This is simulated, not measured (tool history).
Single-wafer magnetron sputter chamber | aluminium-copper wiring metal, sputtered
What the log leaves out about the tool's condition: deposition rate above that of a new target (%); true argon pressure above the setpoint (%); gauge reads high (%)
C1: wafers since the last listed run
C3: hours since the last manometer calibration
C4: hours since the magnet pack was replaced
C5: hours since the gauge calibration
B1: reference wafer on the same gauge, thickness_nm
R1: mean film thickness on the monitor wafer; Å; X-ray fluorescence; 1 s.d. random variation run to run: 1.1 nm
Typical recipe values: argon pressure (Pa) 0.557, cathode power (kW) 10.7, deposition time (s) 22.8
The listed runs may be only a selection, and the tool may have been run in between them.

{"run": 1, "hour": 0.0, "argon pressure (Pa)": 0.7, "cathode power (kW)": 10.7, "deposition time (s)": 22.8, "C1": 0, "wafers on the sputter target": 2966, "C3": 489.7, "C4": 2639.8, "C5": 524.7, "B1": 442.244, "R1": 3642.16}
{"run": 2, "hour": 85.0, "argon pressure (Pa)": 0.7, "cathode power (kW)": 10.7, "deposition time (s)": 22.8, "C1": 1047, "wafers on the sputter target": 4013, "C3": 574.7, "C4": 2724.8, "C5": 609.7, "B1": 442.094, "R1": 3610.62}
{"run": 3, "hour": 124.0, "argon pressure (Pa)": 0.7, "cathode power (kW)": 10.7, "deposition time (s)": 22.8, "C1": 480, "wafers on the sputter target": 4494, "C3": 613.7, "C4": 2763.8, "C5": 648.7, "B1": 441.958, "R1": 3609.32}
{"run": 4, "hour": 222.1, "argon pressure (Pa)": 0.712, "cathode power (kW)": 10.7, "deposition time (s)": 22.8, "C1": 1208, "wafers on the sputter target": 5702, "C3": 711.8, "C4": 2861.9, "C5": 746.8, "B1": 442.277, "R1": 3589.2}
{"hour": 282.7, "done": "sputter target and shields replaced"}
{"run": 5, "hour": 295.4, "argon pressure (Pa)": 0.712, "cathode power (kW)": 10.7, "deposition time (s)": 22.8, "C1": 804, "wafers on the sputter target": 156, "C3": 785.1, "C4": 2935.2, "C5": 820.1, "B1": 441.87, "R1": 3656.45}
{"run": 6, "hour": 382.9, "argon pressure (Pa)": 0.712, "cathode power (kW)": 10.7, "deposition time (s)": 22.8, "C1": 1077, "wafers on the sputter target": 1234, "C3": 872.6, "C4": 3022.7, "C5": 907.6, "B1": 441.664, "R1": 3629.58}
{"run": 7, "hour": 465.9, "argon pressure (Pa)": 0.557, "cathode power (kW)": 10.7, "deposition time (s)": 22.8, "C1": 1022, "wafers on the sputter target": 2256, "C3": 955.6, "C4": 3105.7, "C5": 990.6, "B1": 441.924, "R1": 3852.16}
{"run": 8, "hour": 543.4, "argon pressure (Pa)": 0.557, "cathode power (kW)": 10.7, "deposition time (s)": 22.8, "C1": 954, "wafers on the sputter target": 3211, "C3": 1033.1, "C4": 3183.2, "C5": 1068.1, "B1": 442.05, "R1": 3840.71}
{"hour": 608.8, "done": "capacitance manometer re-zeroed and calibrated"}
{"run": 9, "hour": 638.2, "argon pressure (Pa)": 0.712, "cathode power (kW)": 10.7, "deposition time (s)": 22.8, "C1": 1069, "wafers on the sputter target": 4280, "C3": 29.4, "C4": 3278, "C5": 1162.9, "B1": 442.103, "R1": 3609.99}
{"run": 10, "hour": 677.7, "argon pressure (Pa)": 0.767, "cathode power (kW)": 9.1, "deposition time (s)": 25.6, "C1": 486, "wafers on the sputter target": 4767, "C3": 68.9, "C4": 3317.5, "C5": 1202.4, "B1": 441.946, "R1": 3630.31}
{"hour": 795.6, "done": "sputter target and shields replaced"}
{"run": 11, "hour": 868.7, "argon pressure (Pa)": 0.423, "cathode power (kW)": 13.35, "deposition time (s)": 22.8, "C1": 2254, "wafers on the sputter target": 900, "C3": 259.9, "C4": 3508.5, "C5": 1393.4, "B1": 442.101, "R1": 4616.81}
{"run": 12, "hour": 935.7, "argon pressure (Pa)": 0.361, "cathode power (kW)": 9.8, "deposition time (s)": 19.9, "C1": 825, "wafers on the sputter target": 1725, "C3": 326.9, "C4": 3575.5, "C5": 1460.4, "B1": 442.024, "R1": 3507.56}
{"hour": 979.6, "done": "magnet pack replaced, of another model than before"}
{"run": 13, "hour": 988.5, "argon pressure (Pa)": 0.678, "cathode power (kW)": 12.05, "deposition time (s)": 25.6, "C1": 551, "wafers on the sputter target": 2277, "C3": 379.7, "C4": 8.9, "C5": 1513.2, "B1": 441.764, "R1": 4474.67}
{"hour": 1019.3, "done": "gauge calibrated"}
{"run": 14, "hour": 1089.2, "argon pressure (Pa)": 0.7, "cathode power (kW)": 10.7, "deposition time (s)": 22.8, "C1": 1240, "wafers on the sputter target": 3518, "C3": 480.4, "C4": 109.6, "C5": 69.9, "B1": 441.933, "R1": 3722.46}
{"run": 15, "hour": 1196.2, "argon pressure (Pa)": 0.442, "cathode power (kW)": 10.7, "deposition time (s)": 26.5, "C1": 1317, "wafers on the sputter target": 4836, "C3": 587.4, "C4": 216.6, "C5": 176.9, "B1": 442.063, "R1": 4574.34}
{"run": 16, "hour": 1260.9, "argon pressure (Pa)": 0.361, "cathode power (kW)": 9.8, "deposition time (s)": 19.9, "C1": 796, "wafers on the sputter target": 5633, "C3": 652.1, "C4": 281.3, "C5": 241.6, "B1": 441.993, "R1": 3358.19}
{"hour": 1305.5, "done": "sputter target and shields replaced"}
{"run": 17, "hour": 1350.3, "argon pressure (Pa)": 0.557, "cathode power (kW)": 10.7, "deposition time (s)": 24, "C1": 1002, "wafers on the sputter target": 552, "C3": 741.5, "C4": 370.7, "C5": 331, "B1": 441.744, "R1": 4084.04}

Pick out some run-to-run changes in R1. Of each, how much would a tool without hidden state show as well, from the settings, what came in and chance, and how much is left for the hidden state and any gauge scatter not in both results compared?
Run 4 -> 5: sputter target and shields replaced. R1 +67.25 Å: hidden state +56.91, all else +10.34.
Run 15 -> 16: argon pressure (Pa) 0.442 -> 0.361, cathode power (kW) 10.7 -> 9.8, deposition time (s) 26.5 -> 19.9. R1 -1216.15 Å: hidden state +20.17, all else -1236.32.
